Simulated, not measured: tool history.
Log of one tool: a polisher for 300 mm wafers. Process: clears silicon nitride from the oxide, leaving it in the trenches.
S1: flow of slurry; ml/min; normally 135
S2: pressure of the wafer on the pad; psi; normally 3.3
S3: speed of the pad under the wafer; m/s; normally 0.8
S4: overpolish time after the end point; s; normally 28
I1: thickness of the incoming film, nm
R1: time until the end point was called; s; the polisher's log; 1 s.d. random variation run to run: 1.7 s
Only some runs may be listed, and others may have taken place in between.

run   hour   S1   S2    S3  S4     I1     R1
  1      0  135  3.3   0.8  28  101.1  129.2
       9.4  -- worn pad replaced by a new one
  2   17.9  135  3.3   0.8  28   99.3  117.2
  3   43.4  135  3.3   0.8  28  100.9    122
  4   63.1  135  3.3   0.8  28  100.3  122.9
  5   96.7  135  3.3   0.8  28   98.4  121.4
  6  112.3  135  3.3   0.8  28    101  132.1
     137.8  -- worn pad replaced by a new one
  7  138.3  135  2.6   0.8  28   98.9    154
  8  149.7  135  2.6   0.8  28  100.3  152.9
  9  168.3  135  3.3   0.8  28  100.8  119.2
     194.3  -- head pressure recalibrated
 10    212  135  3.3   0.8  28  101.1  123.6
     224.5  -- slurry nozzle cleaned
 11  243.1  135  3.3   0.8  28   99.5  127.3
     264.7  -- worn pad replaced by a new one
 12  268.8  135  3.3   0.8  28   99.2    116
 13  282.8  135  3.3   0.8  19  100.8  118.8
 14  306.4  165  2.5   0.8  44    100  150.1
 15  337.1  115  3.3  0.54  28  100.2  161.4
 16  358.4  135  3.3  1.06  24  100.4  105.9
     373.3  -- worn pad replaced by a new one
 17    387  120  3.3   0.8  28   98.8  121.1
 18  418.3  135  3.3   0.8  28   98.9  122.6
 19    448  170  3.6   0.6  28  101.3  135.2
 20  476.7  135  3.3  1.02  19  100.9  116.1
 21  493.5  125  3.3  0.64  35   99.8  157.9
     499.8  -- worn pad replaced by a new one
 22  538.4  135  3.3   0.8  28    102  123.3
 23  560.9  135  3.3   0.8  28  100.4    124
 24    593  135  3.3   0.8  38  101.7  130.8
     626.6  -- worn pad replaced by a new one
 25  627.1  175  3.8   0.6  32   98.7  114.1

Predict each of these 3 candidate next runs independently; none follows another, all start after run 25:
  A  627.6  135  3.3  0.66  28  100.5   ?
  B  627.6  135  3.3  0.66  15  100.5   ?
  C  627.6  135  3.3  0.56  28  100.5   ?

run     R1
  A  135.2
  B  135.2
  C  147.6
The same runs, with their run-to-run variation unchanged, on a tool lacking any hidden condition would have given:
run     R1
  A  133.9
  B  133.9
  C  146.2

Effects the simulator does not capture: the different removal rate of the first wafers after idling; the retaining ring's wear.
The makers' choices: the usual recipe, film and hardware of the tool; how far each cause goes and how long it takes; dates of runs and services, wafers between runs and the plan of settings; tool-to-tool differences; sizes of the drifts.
